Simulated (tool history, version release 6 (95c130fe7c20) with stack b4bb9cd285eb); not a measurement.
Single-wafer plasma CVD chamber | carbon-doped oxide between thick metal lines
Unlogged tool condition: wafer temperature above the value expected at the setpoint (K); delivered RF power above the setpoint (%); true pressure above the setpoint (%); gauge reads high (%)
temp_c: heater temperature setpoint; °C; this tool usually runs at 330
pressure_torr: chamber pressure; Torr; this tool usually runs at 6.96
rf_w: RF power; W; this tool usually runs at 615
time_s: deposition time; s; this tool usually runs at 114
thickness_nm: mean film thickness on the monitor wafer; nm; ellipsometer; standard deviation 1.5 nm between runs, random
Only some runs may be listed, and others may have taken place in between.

run    hour  temp_c  pressure_torr  rf_w  time_s  wafers since the last listed run  hours since the last thermocouple change  hours since the last RF generator calibration  hours since the last manometer calibration  hours since the showerhead was replaced  hours since the gauge calibration  read-back reference wafer on the same gauge, thickness_nm  thickness_nm
  1       0     330           7.47   615     120                                 0                                      2815                                         1038.6                                      2623.4                                   7626.4                              938.7                                                    609.147       682.087
       20.3  -- thermocouple changed; heater temperature recalibrated
  2    37.6     330           6.96   615     114                               354                                      17.3                                         1076.2                                        2661                                     7664                              976.3                                                    608.923       656.431
         76  -- capacitance manometer re-zeroed and calibrated
  3    76.5     330           7.34   615     114                               370                                      56.2                                         1115.1                                         0.5                                   7702.9                             1015.2                                                     609.05       654.924
  4   122.4     330           7.34   615     114                               549                                     102.1                                           1161                                        46.4                                   7748.8                             1061.1                                                    609.052       653.666
  5   191.9     339           6.96   590     114                               832                                     171.6                                         1230.5                                       115.9                                   7818.3                             1130.6                                                    609.138       610.965
  6   248.5     339           6.96   590     114                               678                                     228.2                                         1287.1                                       172.5                                   7874.9                             1187.2                                                     609.23       609.756
  7   278.6     339           6.96   590     114                               360                                     258.3                                         1317.2                                       202.6                                     7905                             1217.3                                                    608.992       608.609
  8   320.4     330           6.26   615     114                               500                                     300.1                                           1359                                       244.4                                   7946.8                             1259.1                                                      609.2       639.961
  9   356.8     330           6.26   615     114                               436                                     336.5                                         1395.4                                       280.8                                   7983.2                             1295.5                                                    609.045       638.315
 10   385.7     330           6.96   615     114                               346                                     365.4                                         1424.3                                       309.7                                   8012.1                             1324.4                                                    609.125       646.662
      417.1  -- RF generator calibrated
 11   451.9     330           6.96   615     114                               697                                     431.6                                           34.8                                       375.9                                   8078.3                             1390.6                                                    609.309       656.436
 12   511.1     326           6.41   615     122                               709                                     490.8                                             94                                       435.1                                   8137.5                             1449.8                                                     609.15        706.89
      536.7  -- showerhead replaced
 13   539.7     344           6.96   550     130                               246                                     519.4                                          122.6                                       463.7                                        3                             1478.4                                                     609.07       659.172
 14   589.4     317           7.51   615     137                               595                                     569.1                                          172.3                                       513.4                                     52.7                             1528.1                                                    608.772       832.865
      593.3  -- gauge calibrated
 15     617     330           6.96   615     131                               330                                     596.7                                          199.9                                         541                                     80.3                               23.7                                                    608.993       753.905
 16   648.9     330           6.96   615     114                               382                                     628.6                                          231.8                                       572.9                                    112.2                               55.6                                                    608.851         654.5
 17   698.1     319           6.04   615     114                               589                                     677.8                                            281                                       622.1                                    161.4                              104.8                                                    608.913       666.205
 18   749.5     330           6.26   615     114                               615                                     729.2                                          332.4                                       673.5                                    212.8                              156.2                                                    608.871       645.645
 19   783.2     330           5.33   615     114                               403                                     762.9                                          366.1                                       707.2                                    246.5                              189.9                                                    609.002       626.626
 20   833.8     318           6.96   515      96                               606                                     813.5                                          416.7                                       757.8                                    297.1                              240.5                                                    608.839       497.994
 21   860.2     340           8.52   705     114                               316                                     839.9                                          443.1                                       784.2                                    323.5                              266.9                                                    608.897       709.613
 22   891.7     330           7.63   650     128                               377                                     871.4                                          474.6                                       815.7                                      355                              298.4                                                    609.325       766.407
 23   916.6     330           7.67   615     114                               298                                     896.3                                          499.5                                       840.6                                    379.9                              323.3                                                    608.978       655.132
 24   955.5     330           6.96   615     114                               466                                     935.2                                          538.4                                       879.5                                    418.8                              362.2                                                    609.064       650.098
 25   995.2     344           6.96   530     114                               475                                     974.9                                          578.1                                       919.2                                    458.5                              401.9                                                    609.033       553.138
 26  1023.8     330           6.96   615     124                               342                                    1003.5                                          606.7                                       947.8                                    487.1                              430.5                                                    609.041       704.823
 27  1072.1     330           6.96   615     114                               578                                    1051.8                                            655                                       996.1                                    535.4                              478.8                                                    608.637        649.04

Forecast each of these 5 alternatives for the next run:
  A  1072.5     330           6.96   545     114                                 4                                    1052.2                                          655.4                                       996.5                                    535.8                              479.2                                                          ?             ?
  B  1072.5     330           6.96   685     114                                 4                                    1052.2                                          655.4                                       996.5                                    535.8                              479.2                                                          ?             ?
  C  1072.5     330           8.48   490     114                                 4                                    1052.2                                          655.4                                       996.5                                    535.8                              479.2                                                          ?             ?
  D  1072.5     336           6.08   615     127                                 4                                    1052.2                                          655.4                                       996.5                                    535.8                              479.2                                                          ?             ?
  E  1072.5     330           6.96   510     114                                 4                                    1052.2                                          655.4                                       996.5                                    535.8                              479.2                                                          ?             ?

run  read-back reference wafer on the same gauge, thickness_nm  thickness_nm
  A                                                    609.181       588.258
  B                                                    609.181       700.141
  C                                                    609.181       545.802
  D                                                    609.181       694.065
  E                                                    609.181       556.679
The same runs, with their run-to-run variation unchanged, on a tool lacking any hidden condition would have given:
run  thickness_nm
  A       611.131
  B       726.463
  C       568.984
  D        719.99
  E       578.592
